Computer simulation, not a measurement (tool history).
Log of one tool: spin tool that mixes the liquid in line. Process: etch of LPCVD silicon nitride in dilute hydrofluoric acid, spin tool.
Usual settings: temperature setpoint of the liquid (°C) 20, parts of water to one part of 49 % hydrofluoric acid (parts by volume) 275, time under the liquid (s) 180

| run | hour | temperature setpoint of the liquid (°C) | parts of water to one part of 49 % hydrofluoric acid (parts by volume) | time under the liquid (s) | read-back film thickness of the LPCVD silicon nitride reference wafer, read on the same gauge (nm) | thickness taken off the LPCVD silicon nitride on a monitor wafer (Å) |
|---|---|---|---|---|---|---|
| 1 | 0 | 20 | 275 | 225 | 119.98 | 3.06 |
| 2 | 13.4 | 20 | 275 | 125 | 120.004 | 1.79 |
| 3 | 25.8 | 20 | 275 | 180 | 119.965 | 2.29 |
| 4 | 42.4 | 20 | 275 | 180 | 119.983 | 2 |
| 5 | 59.9 | 20 | 275 | 180 | 120.011 | 2.04 |
| 6 | 72 | 20 | 275 | 180 | 119.986 | 2.02 |
| 7 | 86 | 20 | 275 | 180 | 119.995 | 2.12 |
| 8 | 92.4 | 20 | 275 | 180 | 120.013 | 1.99 |
| 9 | 110.2 | 20 | 275 | 180 | 119.989 | 2.29 |
|  | 118.2 | thermometer replaced |
| 10 | 123.8 | 23.5 | 275 | 180 | 120.013 | 2.63 |
| 11 | 168.1 | 23.5 | 275 | 180 | 120.015 | 3.08 |
| 12 | 177.3 | 23.5 | 275 | 180 | 120.005 | 2.73 |
| 13 | 193.3 | 20 | 275 | 180 | 119.985 | 2.18 |
| 14 | 204.5 | 20 | 275 | 180 | 119.992 | 2.21 |
|  | 216.8 | hydrofluoric acid flow meter replaced |
|  | 218.4 | gauge calibrated |
| 15 | 222.4 | 18 | 205 | 145 | 120.001 | 2.42 |
| 16 | 232.8 | 20 | 275 | 100 | 120.003 | 1.25 |
| 17 | 249.2 | 20 | 275 | 180 | 119.997 | 2.56 |
| 18 | 259.3 | 17 | 170 | 280 | 120.006 | 4.23 |
| 19 | 271.9 | 18.5 | 195 | 95 | 120.013 | 1.56 |
| 20 | 280.4 | 23.5 | 320 | 100 | 119.984 | 1.23 |
| 21 | 294.2 | 20 | 275 | 215 | 119.996 | 2.75 |
| 22 | 304.5 | 23.5 | 275 | 180 | 119.988 | 2.82 |
| 23 | 316.8 | 20 | 275 | 130 | 120.002 | 1.65 |
| 24 | 325.2 | 20 | 275 | 180 | 119.994 | 2.15 |
| 25 | 336.2 | 20 | 320 | 235 | 120.02 | 2.71 |
| 26 | 349.3 | 17 | 275 | 220 | 120.019 | 2.23 |
| 27 | 355.5 | 20 | 275 | 180 | 119.993 | 2.1 |

What the log doesn't show, run by run:
liquid colder than its thermometer reads (K): 0 in every run
hydrofluoric acid flow above the setpoint (%): 0 in every run
gauge reads high (%): 0 in every run
